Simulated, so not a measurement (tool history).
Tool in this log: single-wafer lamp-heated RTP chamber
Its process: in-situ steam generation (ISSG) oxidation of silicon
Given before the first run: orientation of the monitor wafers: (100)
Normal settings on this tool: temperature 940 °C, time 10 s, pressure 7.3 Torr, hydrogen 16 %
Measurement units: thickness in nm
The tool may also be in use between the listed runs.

run,hour,temperature,time,pressure,hydrogen,wafers since the last listed run,wafers since the last pyrometer calibration,hours since the pressure gauge was zeroed,hours since the hydrogen flow controller was replaced,hours since the gauge calibration,"read-back reference wafer on the same gauge, thickness",thickness
1,0.0,940,10,8.2,16,0,2405,1516.2,5099.9,1108.8,3.229,2.783
2,39.8,940,10,7.3,11,543,2948,1556.0,5139.7,1148.6,3.228,2.549
3,114.2,940,10,7.0,16,1015,3964,1630.4,5214.1,1223.0,3.231,2.778
4,173.6,940,10,6.9,16,810,4774,1689.8,5273.5,1282.4,3.229,2.787
5,273.0,940,10,6.9,16,1356,6131,1789.2,5372.9,1381.8,3.231,2.780
6,332.5,940,10,6.9,16,812,6943,1848.7,5432.4,1441.3,3.229,2.780
# hour 360.6: pyrometer window cleaned and pyrometer calibrated
7,376.0,945,10,7.3,16,484,210,1892.2,5475.9,1484.8,3.229,2.782
8,426.8,945,10,7.3,16,693,903,1943.0,5526.7,1535.6,3.231,2.798
9,498.8,945,10,7.3,16,982,1886,2015.0,5598.7,1607.6,3.232,2.810
10,594.1,940,10,7.3,16,1300,3186,2110.3,5694.0,1702.9,3.231,2.781
11,681.1,940,10,7.3,16,1187,4374,2197.3,5781.0,1789.9,3.230,2.790
12,736.8,940,10,7.3,16,760,5134,2253.0,5836.7,1845.6,3.231,2.781
# hour 782.4: pressure gauge zeroed
13,805.0,940,10,7.3,16,821,5956,22.6,5904.9,1913.8,3.230,2.786
# hour 835.0: pyrometer window cleaned and pyrometer calibrated
14,946.5,929,6,7.3,16,1821,1522,164.1,6046.4,2055.3,3.230,2.283
# hour 1005.2: gauge calibrated
15,1054.3,940,10,6.9,16,1471,2993,271.9,6154.2,49.1,3.230,2.766
16,1140.8,928,9,8.1,12,1180,4174,358.4,6240.7,135.6,3.231,2.466
17,1230.9,940,10,6.9,11,1229,5403,448.5,6330.8,225.7,3.231,2.533
18,1333.8,951,10,7.3,20,1404,6808,551.4,6433.7,328.6,3.230,3.040
# hour 1347.7: pyrometer window cleaned and pyrometer calibrated
# hour 1413.4: hydrogen flow controller replaced
19,1422.3,940,10,7.3,16,989,908,639.9,8.9,417.1,3.230,2.774
20,1521.2,940,10,7.3,16,1349,2258,738.8,107.8,516.0,3.230,2.765
21,1562.6,957,10,8.1,16,565,2823,780.2,149.2,557.4,3.230,2.894
22,1614.5,940,10,7.3,16,708,3531,832.1,201.1,609.3,3.230,2.787
23,1704.6,940,10,7.3,16,1229,4761,922.2,291.2,699.4,3.231,2.778
# hour 1879.0: pyrometer window cleaned and pyrometer calibrated
24,1970.6,940,13,7.3,16,3521,1250,1188.2,557.2,965.4,3.230,3.052
25,2028.5,940,10,7.3,21,790,2040,1246.1,615.1,1023.3,3.232,2.979
26,2150.5,921,11,7.9,11,1665,3705,1368.1,737.1,1145.3,3.230,2.564

Hidden state or all else? Some run-to-run changes of thickness, split into what the settings, what came in and random variation would give without the hidden state, and what is left for the hidden state (with any gauge scatter that isn't in both results):
What the log doesn't record here: true wafer temperature minus pyrometer reading, K; true pressure minus gauge reading, Torr; deviation of the hydrogen flow from its setpoint, %; gauge reads high (%).
Run 6 -> 7: temperature 940 -> 945, pressure 6.9 -> 7.3, pyrometer window cleaned and pyrometer calibrated. thickness +0.002 nm: hidden state -0.035, all else +0.037.
Run 13 -> 14: temperature 940 -> 929, time 10 -> 6, pyrometer window cleaned and pyrometer calibrated. thickness -0.503 nm: hidden state -0.027, all else -0.476.
Run 17 -> 18: temperature 940 -> 951, pressure 6.9 -> 7.3, hydrogen 11 -> 20. thickness +0.507 nm: hidden state +0.017, all else +0.490.
Run 18 -> 19: temperature 951 -> 940, hydrogen 20 -> 16, pyrometer window cleaned and pyrometer calibrated, hydrogen flow controller replaced. thickness -0.266 nm: hidden state -0.039, all else -0.227.

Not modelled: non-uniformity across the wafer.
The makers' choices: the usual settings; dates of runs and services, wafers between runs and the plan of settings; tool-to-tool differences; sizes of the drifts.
